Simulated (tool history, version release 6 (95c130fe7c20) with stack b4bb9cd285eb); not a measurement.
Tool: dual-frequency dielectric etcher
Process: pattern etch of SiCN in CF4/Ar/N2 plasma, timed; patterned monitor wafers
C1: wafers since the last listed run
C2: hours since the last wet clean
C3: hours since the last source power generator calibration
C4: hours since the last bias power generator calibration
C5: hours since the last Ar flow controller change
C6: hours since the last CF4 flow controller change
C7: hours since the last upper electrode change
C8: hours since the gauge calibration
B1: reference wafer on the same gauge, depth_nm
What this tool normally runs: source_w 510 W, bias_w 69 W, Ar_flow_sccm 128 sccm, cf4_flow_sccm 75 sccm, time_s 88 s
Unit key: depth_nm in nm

Run 1, hour 0: usual settings but cf4_flow_sccm 64 sccm; C1 0; C2 496.5; C3 2485; C4 2710.3; C5 1401; C6 1657.7; C7 2247.4; C8 92.2; B1 72.5. Result: depth_nm 80.2 nm.
At hour 26.3: source power generator calibrated.
At hour 26.9: wet clean of the chamber.
At hour 30.6: upper electrode replaced.
Run 2, hour 32.1: usual settings but bias_w 80 W; C1 243; C2 5.2; C3 5.8; C4 2742.4; C5 1433.1; C6 1689.8; C7 1.5; C8 124.3; B1 72.5. Result: depth_nm 89.6 nm.
Run 3, hour 45.8: usual settings but bias_w 80 W; C1 139; C2 18.9; C3 19.5; C4 2756.1; C5 1446.8; C6 1703.5; C7 15.2; C8 138; B1 72.5. Result: depth_nm 89.4 nm.
Run 4, hour 55: usual settings but bias_w 80 W; C1 93; C2 28.1; C3 28.7; C4 2765.3; C5 1456; C6 1712.7; C7 24.4; C8 147.2; B1 72.6. Result: depth_nm 89.1 nm.
Run 5, hour 77.4: usual settings but Ar_flow_sccm 118 sccm; C1 228; C2 50.5; C3 51.1; C4 2787.7; C5 1478.4; C6 1735.1; C7 46.8; C8 169.6; B1 72.5. Result: depth_nm 86.3 nm.
Run 6, hour 83.9: usual settings; C1 66; C2 57; C3 57.6; C4 2794.2; C5 1484.9; C6 1741.6; C7 53.3; C8 176.1; B1 72.5. Result: depth_nm 84.7 nm.
At hour 97.4: Ar flow controller replaced.
Run 7, hour 97.9: usual settings but bias_w 81 W, cf4_flow_sccm 61 sccm; C1 81; C2 71; C3 71.6; C4 2808.2; C5 0.5; C6 1755.6; C7 67.3; C8 190.1; B1 72.5. Result: depth_nm 87.6 nm.
Run 8, hour 110.2: usual settings but source_w 590 W, Ar_flow_sccm 109 sccm, cf4_flow_sccm 60 sccm, time_s 81 s; C1 125; C2 83.3; C3 83.9; C4 2820.5; C5 12.8; C6 1767.9; C7 79.6; C8 202.4; B1 72.5. Result: depth_nm 87.8 nm.
Run 9, hour 117: usual settings but bias_w 81 W, cf4_flow_sccm 61 sccm; C1 69; C2 90.1; C3 90.7; C4 2827.3; C5 19.6; C6 1774.7; C7 86.4; C8 209.2; B1 72.5. Result: depth_nm 86.7 nm.
At hour 143.9: gauge calibrated.
At hour 151.5: CF4 flow controller replaced.
Run 10, hour 155.4: usual settings; C1 330; C2 128.5; C3 129.1; C4 2865.7; C5 58; C6 3.9; C7 124.8; C8 11.5; B1 72.5. Result: depth_nm 84.8 nm.
Run 11, hour 170.1: usual settings but source_w 440 W, cf4_flow_sccm 64 sccm, time_s 100.5 s; C1 149; C2 143.2; C3 143.8; C4 2880.4; C5 72.7; C6 18.6; C7 139.5; C8 26.2; B1 72.5. Result: depth_nm 83.7 nm.
Run 12, hour 178.1: usual settings but Ar_flow_sccm 120 sccm; C1 81; C2 151.2; C3 151.8; C4 2888.4; C5 80.7; C6 26.6; C7 147.5; C8 34.2; B1 72.6. Result: depth_nm 85 nm.
At hour 194.8: bias power generator calibrated.
Run 13, hour 195.3: usual settings; C1 134; C2 168.4; C3 169; C4 0.5; C5 97.9; C6 43.8; C7 164.7; C8 51.4; B1 72.4. Result: depth_nm 83.9 nm.
Run 14, hour 209.2: usual settings; C1 141; C2 182.3; C3 182.9; C4 14.4; C5 111.8; C6 57.7; C7 178.6; C8 65.3; B1 72.4. Result: depth_nm 84.2 nm.
Run 15, hour 219.3: usual settings but Ar_flow_sccm 143 sccm, time_s 79 s; C1 102; C2 192.4; C3 193; C4 24.5; C5 121.9; C6 67.8; C7 188.7; C8 75.4; B1 72.5. Result: depth_nm 74.6 nm.
Run 16, hour 225.7: usual settings but source_w 550 W; C1 65; C2 198.8; C3 199.4; C4 30.9; C5 128.3; C6 74.2; C7 195.1; C8 81.8; B1 72.5. Result: depth_nm 89.9 nm.
Run 17, hour 240.2: usual settings but Ar_flow_sccm 136 sccm, time_s 66.5 s; C1 147; C2 213.3; C3 213.9; C4 45.4; C5 142.8; C6 88.7; C7 209.6; C8 96.3; B1 72.5. Result: depth_nm 63 nm.
Run 18, hour 252.3: usual settings but bias_w 61 W, Ar_flow_sccm 136 sccm, cf4_flow_sccm 70 sccm, time_s 109 s; C1 123; C2 225.4; C3 226; C4 57.5; C5 154.9; C6 100.8; C7 221.7; C8 108.4; B1 72.5. Result: depth_nm 98.5 nm.
Run 19, hour 269.2: usual settings but source_w 590 W, bias_w 63 W, cf4_flow_sccm 80 sccm; C1 172; C2 242.3; C3 242.9; C4 74.4; C5 171.8; C6 117.7; C7 238.6; C8 125.3; B1 72.5. Result: depth_nm 93.5 nm.
Run 20, hour 275.8: usual settings; C1 67; C2 248.9; C3 249.5; C4 81; C5 178.4; C6 124.3; C7 245.2; C8 131.9; B1 72.5. Result: depth_nm 83.7 nm.

5 ways to go on from here, each from the tool as it stands after run 20. What would each give?
Run A, hour 276.2: usual settings but source_w 610 W; C1 4; C2 249.3; C3 249.9; C4 81.4; C5 178.8; C6 124.7; C7 245.6; C8 132.3; B1 ?. Result: depth_nm ?.
Run B, hour 276.2: usual settings but source_w 440 W, Ar_flow_sccm 150 sccm; C1 4; C2 249.3; C3 249.9; C4 81.4; C5 178.8; C6 124.7; C7 245.6; C8 132.3; B1 ?. Result: depth_nm ?.
Run C, hour 276.2: usual settings but source_w 640 W, bias_w 64 W, Ar_flow_sccm 141 sccm, time_s 97.5 s; C1 4; C2 249.3; C3 249.9; C4 81.4; C5 178.8; C6 124.7; C7 245.6; C8 132.3; B1 ?. Result: depth_nm ?.
Run D, hour 276.2: usual settings but source_w 550 W, Ar_flow_sccm 138 sccm, time_s 76.5 s; C1 4; C2 249.3; C3 249.9; C4 81.4; C5 178.8; C6 124.7; C7 245.6; C8 132.3; B1 ?. Result: depth_nm ?.
Run E, hour 276.2: usual settings but bias_w 81 W; C1 4; C2 249.3; C3 249.9; C4 81.4; C5 178.8; C6 124.7; C7 245.6; C8 132.3; B1 ?. Result: depth_nm ?.

run    B1  depth_nm
  A  72.5      97.8
  B  72.5      72.5
  C  72.5     109.1
  D  72.5      77.1
  E  72.5      88.1
With the hidden condition removed and each run's random variation left untouched, the same runs would have given:
run  depth_nm
  A      99.2
  B      73.6
  C     110.6
  D      78.1
  E      89.3
